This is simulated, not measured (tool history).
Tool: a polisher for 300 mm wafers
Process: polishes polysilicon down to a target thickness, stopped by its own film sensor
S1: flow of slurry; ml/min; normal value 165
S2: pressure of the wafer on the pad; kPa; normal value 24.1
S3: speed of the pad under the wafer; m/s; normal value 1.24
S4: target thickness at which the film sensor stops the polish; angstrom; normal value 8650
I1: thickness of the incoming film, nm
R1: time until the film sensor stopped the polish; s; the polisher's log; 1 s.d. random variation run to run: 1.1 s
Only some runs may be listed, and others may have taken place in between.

{"run": 1, "day": 0.0, "S1": 165, "S2": 24.1, "S3": 1.24, "S4": 9300, "I1": 1650.6, "R1": 56.1}
{"run": 2, "day": 0.567, "S1": 165, "S2": 24.1, "S3": 1.24, "S4": 6960, "I1": 1643.2, "R1": 74.7}
{"run": 3, "day": 0.875, "S1": 165, "S2": 24.1, "S3": 1.24, "S4": 6960, "I1": 1649.3, "R1": 74.1}
{"run": 4, "day": 1.608, "S1": 165, "S2": 24.1, "S3": 1.24, "S4": 6960, "I1": 1626.4, "R1": 71.4}
{"run": 5, "day": 2.046, "S1": 165, "S2": 24.1, "S3": 1.24, "S4": 8650, "I1": 1639.6, "R1": 61.4}
{"run": 6, "day": 2.492, "S1": 165, "S2": 24.1, "S3": 1.24, "S4": 8650, "I1": 1669.6, "R1": 62.7}
{"run": 7, "day": 3.212, "S1": 165, "S2": 24.1, "S3": 1.24, "S4": 8650, "I1": 1668.7, "R1": 62.4}
{"day": 3.933, "done": "worn pad replaced by a new one"}
{"run": 8, "day": 3.954, "S1": 165, "S2": 26.9, "S3": 1.24, "S4": 10550, "I1": 1684.5, "R1": 44.0}
{"run": 9, "day": 4.492, "S1": 135, "S2": 20.7, "S3": 1.24, "S4": 8650, "I1": 1645.8, "R1": 72.9}
{"run": 10, "day": 4.812, "S1": 165, "S2": 24.1, "S3": 1.24, "S4": 8650, "I1": 1619.7, "R1": 57.7}
{"run": 11, "day": 5.529, "S1": 165, "S2": 24.1, "S3": 1.24, "S4": 8650, "I1": 1619.6, "R1": 56.3}
{"day": 5.75, "done": "head pressure recalibrated"}
{"run": 12, "day": 5.804, "S1": 165, "S2": 24.1, "S3": 1.24, "S4": 8650, "I1": 1680.6, "R1": 64.5}
{"run": 13, "day": 6.508, "S1": 165, "S2": 24.1, "S3": 1.24, "S4": 8650, "I1": 1639.0, "R1": 61.0}
{"run": 14, "day": 7.225, "S1": 165, "S2": 24.1, "S3": 1.24, "S4": 8650, "I1": 1678.3, "R1": 64.6}
{"run": 15, "day": 7.696, "S1": 205, "S2": 27.6, "S3": 1.24, "S4": 8650, "I1": 1623.0, "R1": 49.0}
{"day": 7.817, "done": "slurry nozzle cleaned"}
{"run": 16, "day": 8.308, "S1": 165, "S2": 24.1, "S3": 1.24, "S4": 6960, "I1": 1643.3, "R1": 66.5}
{"day": 8.579, "done": "worn pad replaced by a new one"}
{"run": 17, "day": 8.604, "S1": 110, "S2": 24.1, "S3": 1.62, "S4": 8650, "I1": 1646.7, "R1": 47.3}
{"run": 18, "day": 9.067, "S1": 165, "S2": 24.1, "S3": 1.24, "S4": 9300, "I1": 1671.2, "R1": 54.2}
{"run": 19, "day": 9.408, "S1": 165, "S2": 24.1, "S3": 0.88, "S4": 8650, "I1": 1650.4, "R1": 75.2}
{"run": 20, "day": 10.0, "S1": 140, "S2": 24.1, "S3": 1.56, "S4": 8650, "I1": 1629.6, "R1": 48.1}
{"run": 21, "day": 10.912, "S1": 165, "S2": 24.1, "S3": 1.24, "S4": 8650, "I1": 1666.2, "R1": 58.3}
{"run": 22, "day": 11.521, "S1": 165, "S2": 24.1, "S3": 1.24, "S4": 8650, "I1": 1640.3, "R1": 55.7}
{"run": 23, "day": 12.046, "S1": 165, "S2": 24.1, "S3": 1.24, "S4": 8650, "I1": 1664.9, "R1": 59.6}
{"run": 24, "day": 12.367, "S1": 165, "S2": 24.1, "S3": 1.24, "S4": 10770, "I1": 1646.9, "R1": 43.0}
{"day": 12.854, "done": "worn pad replaced by a new one"}
{"run": 25, "day": 12.958, "S1": 165, "S2": 24.1, "S3": 1.24, "S4": 8650, "I1": 1668.6, "R1": 59.1}
{"run": 26, "day": 13.562, "S1": 165, "S2": 24.1, "S3": 1.54, "S4": 6980, "I1": 1667.2, "R1": 59.8}
{"run": 27, "day": 13.825, "S1": 165, "S2": 24.1, "S3": 1.24, "S4": 9960, "I1": 1645.7, "R1": 46.1}

What will run 28 give?
{"run": 28, "day": 14.171, "S1": 165, "S2": 24.1, "S3": 1.24, "S4": 8650, "I1": 1646.3, "R1": "?"}

R1: 59.9 s
Without the tool's hidden state the same run would have given R1 57.2 s.
